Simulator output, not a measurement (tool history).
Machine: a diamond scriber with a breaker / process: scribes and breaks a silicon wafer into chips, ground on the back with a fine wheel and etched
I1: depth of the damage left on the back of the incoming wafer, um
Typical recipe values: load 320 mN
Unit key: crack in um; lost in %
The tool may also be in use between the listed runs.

{"run": 1, "hour": 0.0, "load": 370, "I1": 0.78, "crack": 8.76, "lost": 0.69}
{"run": 2, "hour": 45.3, "load": 370, "I1": 0.75, "crack": 8.83, "lost": 0.82}
{"run": 3, "hour": 56.9, "load": 370, "I1": 0.35, "crack": 9, "lost": 0.75}
{"run": 4, "hour": 70.4, "load": 320, "I1": 0.46, "crack": 8.19, "lost": 2.03}
{"run": 5, "hour": 81.5, "load": 320, "I1": 0.58, "crack": 8.04, "lost": 1.95}
{"run": 6, "hour": 96.1, "load": 320, "I1": 0.76, "crack": 8.77, "lost": 0.71}
{"run": 7, "hour": 111.7, "load": 320, "I1": 0.58, "crack": 8.86, "lost": 0.8}
{"run": 8, "hour": 127.2, "load": 388, "I1": 0.38, "crack": 9.64, "lost": 1.89}
{"run": 9, "hour": 141.7, "load": 388, "I1": 0.33, "crack": 10.09, "lost": 1.89}
{"run": 10, "hour": 154.0, "load": 383, "I1": 0.68, "crack": 10, "lost": 1.97}
{"run": 11, "hour": 169.0, "load": 350, "I1": 0.3, "crack": 9.41, "lost": 0.91}
{"run": 12, "hour": 179.3, "load": 320, "I1": 0.52, "crack": 8.6, "lost": 0.81}
{"run": 13, "hour": 193.4, "load": 248, "I1": 0.7, "crack": 7.66, "lost": 4.74}
{"run": 14, "hour": 203.8, "load": 248, "I1": 0.72, "crack": 7.59, "lost": 4.46}
{"run": 15, "hour": 215.0, "load": 257, "I1": 0.47, "crack": 7.74, "lost": 3.82}
{"run": 16, "hour": 231.8, "load": 228, "I1": 0.75, "crack": 7.12, "lost": 6.55}
{"run": 17, "hour": 240.0, "load": 281, "I1": 0.36, "crack": 7.98, "lost": 2.17}
{"run": 18, "hour": 252.6, "load": 320, "I1": 0.49, "crack": 8.67, "lost": 0.89}
{"run": 19, "hour": 261.5, "load": 392, "I1": 0.69, "crack": 9.92, "lost": 1.53}

Withheld: 2 entries from between the runs. Position of each, and hidden state at the listed run before versus the listed run after:
Run 5 -> run 6: load on the tip recalibrated (hour 84.1)
  deviation of the load on the tip from its setpoint, %: -16.2 -> -1.7
  measured result minus the result with no hidden state, crack: -0.88 -> -0.09 um; lost: +1.26 -> +0.02 %
Run 12 -> run 13: diamond tip replaced by a new one (hour 189.7)
  deviation of the load on the tip from its setpoint, %: -3.81 -> -4.17
  measured result minus the result with no hidden state, crack: -0.2 -> -0.2 um; lost: +0.06 -> +1.04 %

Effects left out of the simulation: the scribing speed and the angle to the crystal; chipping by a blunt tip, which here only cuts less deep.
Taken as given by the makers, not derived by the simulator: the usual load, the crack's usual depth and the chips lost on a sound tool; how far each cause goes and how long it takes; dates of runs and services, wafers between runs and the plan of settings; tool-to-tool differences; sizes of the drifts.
